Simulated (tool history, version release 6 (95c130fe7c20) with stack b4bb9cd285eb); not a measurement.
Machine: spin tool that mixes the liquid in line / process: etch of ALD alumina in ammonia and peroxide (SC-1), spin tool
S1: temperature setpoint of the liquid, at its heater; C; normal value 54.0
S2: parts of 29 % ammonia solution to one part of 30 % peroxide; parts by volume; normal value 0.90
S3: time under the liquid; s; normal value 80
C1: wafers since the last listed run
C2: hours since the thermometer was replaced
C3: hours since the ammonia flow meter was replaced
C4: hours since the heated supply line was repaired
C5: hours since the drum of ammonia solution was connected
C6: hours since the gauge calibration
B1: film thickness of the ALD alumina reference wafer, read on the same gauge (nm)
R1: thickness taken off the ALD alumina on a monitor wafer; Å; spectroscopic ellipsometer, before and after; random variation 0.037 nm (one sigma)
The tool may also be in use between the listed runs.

Run 1, hour 0.0: usual settings; C1 0; C2 1134.8; C3 302.9; C4 245.1; C5 159.4; C6 507.2; B1 110.020. Result: R1 44.73 Å.
At hour 48.6: ammonia flow meter replaced.
Run 2, hour 50.6: usual settings but S3 115 s; C1 369; C2 1185.4; C3 2.0; C4 295.7; C5 210.0; C6 557.8; B1 109.982. Result: R1 63.25 Å.
Run 3, hour 107.9: usual settings; C1 426; C2 1242.7; C3 59.3; C4 353.0; C5 267.3; C6 615.1; B1 109.986. Result: R1 44.27 Å.
Run 4, hour 175.8: usual settings; C1 505; C2 1310.6; C3 127.2; C4 420.9; C5 335.2; C6 683.0; B1 110.024. Result: R1 44.28 Å.
At hour 189.8: new drum of ammonia solution connected.
Run 5, hour 247.5: usual settings; C1 526; C2 1382.3; C3 198.9; C4 492.6; C5 57.7; C6 754.7; B1 110.009. Result: R1 44.13 Å.
Run 6, hour 338.9: usual settings; C1 680; C2 1473.7; C3 290.3; C4 584.0; C5 149.1; C6 846.1; B1 110.003. Result: R1 43.79 Å.
Run 7, hour 443.7: usual settings; C1 780; C2 1578.5; C3 395.1; C4 688.8; C5 253.9; C6 950.9; B1 109.999. Result: R1 43.34 Å.
At hour 492.0: ammonia flow meter replaced.
Run 8, hour 498.9: usual settings; C1 403; C2 1633.7; C3 6.9; C4 744.0; C5 309.1; C6 1006.1; B1 110.005. Result: R1 42.95 Å.
Run 9, hour 556.4: usual settings; C1 428; C2 1691.2; C3 64.4; C4 801.5; C5 366.6; C6 1063.6; B1 110.037. Result: R1 43.17 Å.
At hour 574.4: new drum of ammonia solution connected.
Run 10, hour 653.0: usual settings; C1 711; C2 1787.8; C3 161.0; C4 898.1; C5 78.6; C6 1160.2; B1 110.023. Result: R1 42.77 Å.
Run 11, hour 803.2: usual settings; C1 1118; C2 1938.0; C3 311.2; C4 1048.3; C5 228.8; C6 1310.4; B1 109.987. Result: R1 41.89 Å.
At hour 833.0: gauge calibrated.
At hour 844.2: ammonia flow meter replaced.
At hour 885.1: new drum of ammonia solution connected.
At hour 897.2: heated supply line repaired.
Run 12, hour 899.3: usual settings; C1 693; C2 2034.1; C3 55.1; C4 2.1; C5 14.2; C6 66.3; B1 110.019. Result: R1 44.98 Å.
Run 13, hour 961.7: usual settings but S1 62.5 C, S3 50 s; C1 464; C2 2096.5; C3 117.5; C4 64.5; C5 76.6; C6 128.7; B1 109.971. Result: R1 43.71 Å.
Run 14, hour 1058.5: usual settings; C1 720; C2 2193.3; C3 214.3; C4 161.3; C5 173.4; C6 225.5; B1 109.981. Result: R1 44.42 Å.
Run 15, hour 1138.2: usual settings but S1 51.5 C, S3 125 s; C1 593; C2 2273.0; C3 294.0; C4 241.0; C5 253.1; C6 305.2; B1 109.980. Result: R1 61.66 Å.
Run 16, hour 1203.4: usual settings but S1 59.5 C, S2 0.70 parts by volume, S3 40 s; C1 485; C2 2338.2; C3 359.2; C4 306.2; C5 318.3; C6 370.4; B1 109.985. Result: R1 28.87 Å.
At hour 1222.0: new drum of ammonia solution connected.
At hour 1254.3: thermometer replaced.
At hour 1281.7: ammonia flow meter replaced.
Run 17, hour 1288.5: usual settings; C1 611; C2 34.2; C3 6.8; C4 391.3; C5 66.5; C6 455.5; B1 110.024. Result: R1 43.83 Å.
Run 18, hour 1384.0: usual settings but S1 57.0 C; C1 711; C2 129.7; C3 102.3; C4 486.8; C5 162.0; C6 551.0; B1 109.995. Result: R1 50.87 Å.
Run 19, hour 1480.8: usual settings but S1 51.5 C, S3 125 s; C1 720; C2 226.5; C3 199.1; C4 583.6; C5 258.8; C6 647.8; B1 109.983. Result: R1 58.70 Å.
Run 20, hour 1520.5: usual settings but S1 46.0 C; C1 295; C2 266.2; C3 238.8; C4 623.3; C5 298.5; C6 687.5; B1 109.995. Result: R1 27.96 Å.
Run 21, hour 1586.4: usual settings but S1 51.5 C, S3 125 s; C1 490; C2 332.1; C3 304.7; C4 689.2; C5 364.4; C6 753.4; B1 110.019. Result: R1 58.11 Å.
At hour 1638.4: new drum of ammonia solution connected.
Run 22, hour 1661.5: usual settings but S1 57.0 C, S2 0.70 parts by volume, S3 105 s; C1 551; C2 407.2; C3 379.8; C4 764.3; C5 23.1; C6 828.5; B1 110.018. Result: R1 65.08 Å.
At hour 1746.9: ammonia flow meter replaced.
Run 23, hour 1760.8: usual settings but S1 51.5 C, S3 125 s; C1 731; C2 506.5; C3 13.9; C4 863.6; C5 122.4; C6 927.8; B1 110.006. Result: R1 58.63 Å.
Run 24, hour 1815.3: usual settings but S1 47.0 C, S2 1.15 parts by volume, S3 100 s; C1 405; C2 561.0; C3 68.4; C4 918.1; C5 176.9; C6 982.3; B1 110.012. Result: R1 36.50 Å.

Below are 5 alternative next runs, each starting from the tool's condition after run 24. Predict each:
Run A, hour 1815.7: usual settings; C1 2; C2 561.4; C3 68.8; C4 918.5; C5 177.3; C6 982.7; B1 ?. Result: R1 ?.
Run B, hour 1815.7: usual settings but S2 1.10 parts by volume, S3 50 s; C1 2; C2 561.4; C3 68.8; C4 918.5; C5 177.3; C6 982.7; B1 ?. Result: R1 ?.
Run C, hour 1815.7: usual settings but S1 59.5 C, S2 1.15 parts by volume, S3 105 s; C1 2; C2 561.4; C3 68.8; C4 918.5; C5 177.3; C6 982.7; B1 ?. Result: R1 ?.
Run D, hour 1815.7: usual settings but S1 58.5 C, S2 0.70 parts by volume, S3 115 s; C1 2; C2 561.4; C3 68.8; C4 918.5; C5 177.3; C6 982.7; B1 ?. Result: R1 ?.
Run E, hour 1815.7: usual settings but S1 57.5 C; C1 2; C2 561.4; C3 68.8; C4 918.5; C5 177.3; C6 982.7; B1 ?. Result: R1 ?.

run       B1     R1
  A  110.003  42.45
  B  110.003  27.04
  C  110.003  76.30
  D  110.003  75.67
  E  110.003  51.16
Without the tool's hidden state the same runs would have given:
run     R1
  A  45.30
  B  28.86
  C  81.23
  D  80.60
  E  54.51
